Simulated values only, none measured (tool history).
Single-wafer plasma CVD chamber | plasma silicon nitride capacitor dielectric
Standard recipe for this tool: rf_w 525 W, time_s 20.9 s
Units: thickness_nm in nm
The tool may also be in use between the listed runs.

run    hour  rf_w  time_s  read-back reference wafer on the same gauge, thickness_nm  thickness_nm
  1     0.0   545    20.9                                                     36.830        34.434
  2    15.8   545    20.9                                                     36.923        34.734
  3    29.7   545    20.9                                                     36.884        34.545
  4    42.1   525    18.4                                                     36.915        29.946
  5    68.2   525    18.4                                                     37.045        30.268
  6    92.5   475    20.9                                                     36.867        33.012
  7   188.2   525    20.9                                                     36.911        34.496
  8   200.4   525    20.9                                                     36.889        34.372
  9   227.6   490    20.9                                                     36.785        33.672
 10   250.3   490    20.9                                                     36.953        33.640
 11   274.7   480    20.9                                                     36.949        33.442
 12   374.5   525    20.9                                                     36.944        34.205
 13   408.9   525    20.9                                                     36.948        34.038
 14   424.6   525    20.9                                                     36.911        34.507
 15   482.4   575    18.9                                                     36.787        31.803
 16   501.4   575    18.9                                                     36.898        31.732
 17   519.9   525    20.9                                                     36.887        33.920
 18   543.1   595    20.9                                                     36.858        35.282
 19   558.2   475    20.9                                                     36.852        33.709
 20   587.7   525    24.1                                                     36.884        39.687
 21   617.5   525    20.9                                                     36.961        34.028
 22   637.7   475    20.9                                                     36.997        33.445
 23   664.5   560    17.1                                                     36.839        28.457
 24   693.8   525    23.7                                                     36.857        38.793
 25   709.3   525    17.7                                                     36.861        28.914
 26   743.4   625    23.7                                                     36.898        40.720
 27   767.9   595    18.4                                                     36.914        31.492
 28   783.6   485    22.5                                                     36.925        36.252
 29   818.7   430    19.7                                                     36.994        30.509
 30   844.2   560    19.3                                                     36.851        32.304
 31   872.4   525    20.9                                                     36.913        34.191
 32   894.7   455    24.1                                                     37.053        37.782
 33   925.2   435    18.4                                                     36.974        28.676
 34  1000.0   565    17.6                                                     36.926        29.555
 35  1022.4   625    17.9                                                     36.883        30.528

Not shown: 3 entries that the log had between the listed runs. Between which runs, and how does the tool's hidden state differ before and after?
From run 11 to run 12: showerhead replaced (hour 359.8)
  nothing in the hidden state changes from one run to the other
From run 13 to run 14: gauge calibrated (hour 419.4)
  nothing in the hidden state changes from one run to the other
From run 24 to run 25: RF generator calibrated (hour 707.1)
  nothing in the hidden state changes from one run to the other
